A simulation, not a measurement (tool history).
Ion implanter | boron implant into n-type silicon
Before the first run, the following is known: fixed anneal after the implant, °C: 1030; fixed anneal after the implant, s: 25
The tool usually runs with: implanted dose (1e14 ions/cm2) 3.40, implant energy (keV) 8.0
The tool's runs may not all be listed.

| run | day | implanted dose (1e14 ions/cm2) | implant energy (keV) | read-back reference wafer on the same gauge, sheet resistance | sheet resistance of the implanted and annealed layer (ohm/square) |
|---|---|---|---|---|---|
| 1 | 0.000 | 3.40 | 8.0 | 359.59 | 315.72 |
| 2 | 1.371 | 3.40 | 8.0 | 359.28 | 314.43 |
| 3 | 2.512 | 3.40 | 8.0 | 358.91 | 315.03 |
| 4 | 3.717 | 4.02 | 8.0 | 358.69 | 273.04 |
| 5 | 4.725 | 4.02 | 8.0 | 357.75 | 272.23 |
| 6 | 5.796 | 4.02 | 8.0 | 358.08 | 272.22 |
| 7 | 6.408 | 3.40 | 10.0 | 357.86 | 304.01 |
| 8 | 7.592 | 3.40 | 10.0 | 357.42 | 306.01 |
| 9 | 8.300 | 3.40 | 10.0 | 357.24 | 305.96 |
| 10 | 9.842 | 3.84 | 8.0 | 356.99 | 282.23 |
| 11 | 10.392 | 3.84 | 8.0 | 356.43 | 280.56 |
| 12 | 11.875 | 3.84 | 8.0 | 355.94 | 281.20 |
| 13 | 13.275 | 3.40 | 7.0 | 355.43 | 316.34 |
| 14 | 14.400 | 3.40 | 7.0 | 354.73 | 314.41 |
| 15 | 15.142 | 3.40 | 9.5 | 355.06 | 305.33 |
| 16 | 16.125 | 3.40 | 9.5 | 354.44 | 303.72 |
| 17 | 17.304 | 4.16 | 10.5 | 353.72 | 252.89 |
|  | 17.783 | gauge calibrated |
| 18 | 18.758 | 2.78 | 9.5 | 364.04 | 370.72 |
| 19 | 19.358 | 4.31 | 8.0 | 363.99 | 259.98 |
| 20 | 20.433 | 2.72 | 9.0 | 364.17 | 381.24 |
| 21 | 21.933 | 2.51 | 6.0 | 363.88 | 428.85 |
|  | 23.788 | Faraday cup replaced and dose calibrated |
|  | 24.775 | extraction supply calibrated |
| 22 | 25.379 | 2.80 | 9.5 | 363.74 | 367.25 |
| 23 | 26.617 | 3.04 | 7.0 | 363.89 | 355.06 |
| 24 | 27.246 | 2.90 | 9.0 | 363.64 | 359.45 |
| 25 | 28.662 | 3.05 | 6.0 | 363.12 | 363.16 |
| 26 | 30.062 | 3.06 | 9.5 | 363.47 | 343.61 |
| 27 | 31.804 | 4.40 | 5.5 | 362.92 | 264.55 |
| 28 | 32.742 | 2.74 | 6.5 | 362.77 | 390.01 |
| 29 | 34.008 | 2.42 | 8.0 | 362.29 | 422.88 |
| 30 | 35.071 | 2.78 | 9.5 | 362.45 | 368.42 |
| 31 | 36.404 | 3.05 | 6.0 | 362.53 | 360.47 |
| 32 | 37.321 | 4.07 | 10.5 | 362.66 | 265.71 |
| 33 | 38.267 | 3.40 | 8.0 | 361.98 | 317.81 |
| 34 | 39.721 | 3.40 | 5.5 | 361.75 | 332.51 |
| 35 | 40.896 | 3.40 | 6.0 | 362.07 | 326.89 |
| 36 | 41.625 | 3.40 | 8.0 | 361.76 | 316.31 |

What if the next run were any one of these 5? Each begins from the tool's condition after run 36:
| A | 41.642 | 3.40 | 8.0 | ? | ? |
| B | 41.642 | 3.86 | 8.0 | ? | ? |
| C | 41.642 | 2.65 | 8.0 | ? | ? |
| D | 41.642 | 2.39 | 6.0 | ? | ? |
| E | 41.642 | 4.12 | 9.5 | ? | ? |

| run | read-back reference wafer on the same gauge, sheet resistance | sheet resistance of the implanted and annealed layer (ohm/square) |
|---|---|---|
| A | 361.20 | 317.93 |
| B | 361.20 | 285.26 |
| C | 361.20 | 392.67 |
| D | 361.20 | 442.92 |
| E | 361.20 | 265.17 |
Take away the tool's hidden state, keep each run's random variation, and the runs would have read:
| run | sheet resistance of the implanted and annealed layer (ohm/square) |
|---|---|
| A | 319.39 |
| B | 286.57 |
| C | 394.47 |
| D | 444.96 |
| E | 266.39 |
